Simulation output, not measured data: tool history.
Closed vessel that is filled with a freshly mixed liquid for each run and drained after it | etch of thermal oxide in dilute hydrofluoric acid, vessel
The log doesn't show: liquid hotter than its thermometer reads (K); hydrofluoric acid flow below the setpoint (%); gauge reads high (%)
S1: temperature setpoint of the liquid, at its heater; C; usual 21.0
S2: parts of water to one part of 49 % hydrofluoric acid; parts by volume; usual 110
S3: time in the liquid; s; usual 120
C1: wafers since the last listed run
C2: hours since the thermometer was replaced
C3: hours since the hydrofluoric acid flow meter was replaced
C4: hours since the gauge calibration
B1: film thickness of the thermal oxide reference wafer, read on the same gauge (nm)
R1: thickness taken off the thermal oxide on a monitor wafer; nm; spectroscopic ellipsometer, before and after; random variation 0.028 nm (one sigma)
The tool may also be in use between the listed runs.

{"run": 1, "hour": 0.0, "S1": 21.0, "S2": 110, "S3": 120, "C1": 0, "C2": 1188.8, "C3": 2114.3, "C4": 11.5, "B1": 29.995, "R1": 4.662}
{"run": 2, "hour": 11.4, "S1": 17.5, "S2": 110, "S3": 120, "C1": 886, "C2": 1200.2, "C3": 2125.7, "C4": 22.9, "B1": 30.001, "R1": 4.065}
{"run": 3, "hour": 21.4, "S1": 17.5, "S2": 110, "S3": 120, "C1": 778, "C2": 1210.2, "C3": 2135.7, "C4": 32.9, "B1": 29.998, "R1": 4.056}
{"run": 4, "hour": 30.7, "S1": 17.5, "S2": 110, "S3": 120, "C1": 723, "C2": 1219.5, "C3": 2145.0, "C4": 42.2, "B1": 30.002, "R1": 4.111}
{"run": 5, "hour": 42.4, "S1": 21.0, "S2": 110, "S3": 70, "C1": 910, "C2": 1231.2, "C3": 2156.7, "C4": 53.9, "B1": 30.002, "R1": 2.749}
{"run": 6, "hour": 51.9, "S1": 21.0, "S2": 110, "S3": 70, "C1": 739, "C2": 1240.7, "C3": 2166.2, "C4": 63.4, "B1": 29.998, "R1": 2.769}
{"run": 7, "hour": 67.3, "S1": 21.0, "S2": 110, "S3": 70, "C1": 1198, "C2": 1256.1, "C3": 2181.6, "C4": 78.8, "B1": 29.986, "R1": 2.721}
{"run": 8, "hour": 81.0, "S1": 21.0, "S2": 110, "S3": 120, "C1": 1065, "C2": 1269.8, "C3": 2195.3, "C4": 92.5, "B1": 29.997, "R1": 4.687}
{"run": 9, "hour": 95.9, "S1": 21.0, "S2": 110, "S3": 120, "C1": 1159, "C2": 1284.7, "C3": 2210.2, "C4": 107.4, "B1": 30.012, "R1": 4.663}
{"run": 10, "hour": 106.5, "S1": 19.5, "S2": 110, "S3": 120, "C1": 824, "C2": 1295.3, "C3": 2220.8, "C4": 118.0, "B1": 30.013, "R1": 4.442}
{"run": 11, "hour": 115.9, "S1": 19.5, "S2": 110, "S3": 120, "C1": 731, "C2": 1304.7, "C3": 2230.2, "C4": 127.4, "B1": 29.99, "R1": 4.415}
{"run": 12, "hour": 127.7, "S1": 24.5, "S2": 110, "S3": 95, "C1": 918, "C2": 1316.5, "C3": 2242.0, "C4": 139.2, "B1": 29.997, "R1": 4.221}
{"run": 13, "hour": 137.1, "S1": 21.0, "S2": 110, "S3": 140, "C1": 731, "C2": 1325.9, "C3": 2251.4, "C4": 148.6, "B1": 29.972, "R1": 5.501}
{"run": 14, "hour": 149.2, "S1": 21.0, "S2": 110, "S3": 120, "C1": 941, "C2": 1338.0, "C3": 2263.5, "C4": 160.7, "B1": 30.0, "R1": 4.694}
{"run": 15, "hour": 163.7, "S1": 21.0, "S2": 65, "S3": 120, "C1": 1128, "C2": 1352.5, "C3": 2278.0, "C4": 175.2, "B1": 30.002, "R1": 8.56}
{"run": 16, "hour": 181.2, "S1": 21.0, "S2": 135, "S3": 70, "C1": 1361, "C2": 1370.0, "C3": 2295.5, "C4": 192.7, "B1": 29.997, "R1": 2.174}
{"hour": 193.3, "done": "thermometer replaced"}
{"run": 17, "hour": 197.5, "S1": 19.5, "S2": 85, "S3": 80, "C1": 1190, "C2": 4.2, "C3": 2311.8, "C4": 209.0, "B1": 29.994, "R1": 3.551}
{"run": 18, "hour": 215.2, "S1": 23.5, "S2": 65, "S3": 50, "C1": 1377, "C2": 21.9, "C3": 2329.5, "C4": 226.7, "B1": 30.017, "R1": 3.553}
{"run": 19, "hour": 231.0, "S1": 25.5, "S2": 110, "S3": 120, "C1": 1229, "C2": 37.7, "C3": 2345.3, "C4": 242.5, "B1": 30.016, "R1": 5.039}
{"run": 20, "hour": 242.2, "S1": 21.0, "S2": 110, "S3": 120, "C1": 871, "C2": 48.9, "C3": 2356.5, "C4": 253.7, "B1": 29.975, "R1": 4.197}
{"run": 21, "hour": 253.2, "S1": 17.5, "S2": 70, "S3": 165, "C1": 855, "C2": 59.9, "C3": 2367.5, "C4": 264.7, "B1": 30.015, "R1": 8.326}
{"hour": 258.0, "done": "hydrofluoric acid flow meter replaced"}
{"run": 22, "hour": 269.7, "S1": 24.5, "S2": 85, "S3": 145, "C1": 1205, "C2": 76.4, "C3": 11.7, "C4": 281.2, "B1": 29.997, "R1": 9.351}
{"run": 23, "hour": 283.3, "S1": 21.0, "S2": 110, "S3": 185, "C1": 1058, "C2": 90.0, "C3": 25.3, "C4": 294.8, "B1": 29.97, "R1": 7.769}
{"hour": 292.7, "done": "gauge calibrated"}
{"run": 24, "hour": 298.1, "S1": 21.0, "S2": 130, "S3": 170, "C1": 1151, "C2": 104.8, "C3": 40.1, "C4": 5.4, "B1": 29.994, "R1": 5.896}
{"run": 25, "hour": 313.7, "S1": 21.0, "S2": 110, "S3": 120, "C1": 1213, "C2": 120.4, "C3": 55.7, "C4": 21.0, "B1": 29.993, "R1": 5.023}
{"run": 26, "hour": 320.9, "S1": 23.5, "S2": 90, "S3": 75, "C1": 560, "C2": 127.6, "C3": 62.9, "C4": 28.2, "B1": 30.001, "R1": 4.303}
{"run": 27, "hour": 332.3, "S1": 21.0, "S2": 75, "S3": 120, "C1": 886, "C2": 139.0, "C3": 74.3, "C4": 39.6, "B1": 29.984, "R1": 7.661}
{"run": 28, "hour": 340.2, "S1": 21.0, "S2": 80, "S3": 120, "C1": 614, "C2": 146.9, "C3": 82.2, "C4": 47.5, "B1": 29.984, "R1": 7.193}
{"run": 29, "hour": 356.3, "S1": 17.5, "S2": 135, "S3": 120, "C1": 1252, "C2": 163.0, "C3": 98.3, "C4": 63.6, "B1": 30.01, "R1": 3.428}
{"run": 30, "hour": 368.0, "S1": 21.0, "S2": 125, "S3": 120, "C1": 910, "C2": 174.7, "C3": 110.0, "C4": 75.3, "B1": 29.997, "R1": 4.336}
{"run": 31, "hour": 375.9, "S1": 21.0, "S2": 110, "S3": 120, "C1": 614, "C2": 182.6, "C3": 117.9, "C4": 83.2, "B1": 30.03, "R1": 5.043}

Run 32 comes next. What will it give?
{"run": 32, "hour": 390.5, "S1": 21.0, "S2": 110, "S3": 120, "C1": 1135, "C2": 197.2, "C3": 132.5, "C4": 97.8, "B1": "?", "R1": "?"}

{"run 32": {"B1": 30.007, "R1": 4.989}}
Without the tool's hidden state the same run would have given R1 4.928 nm.

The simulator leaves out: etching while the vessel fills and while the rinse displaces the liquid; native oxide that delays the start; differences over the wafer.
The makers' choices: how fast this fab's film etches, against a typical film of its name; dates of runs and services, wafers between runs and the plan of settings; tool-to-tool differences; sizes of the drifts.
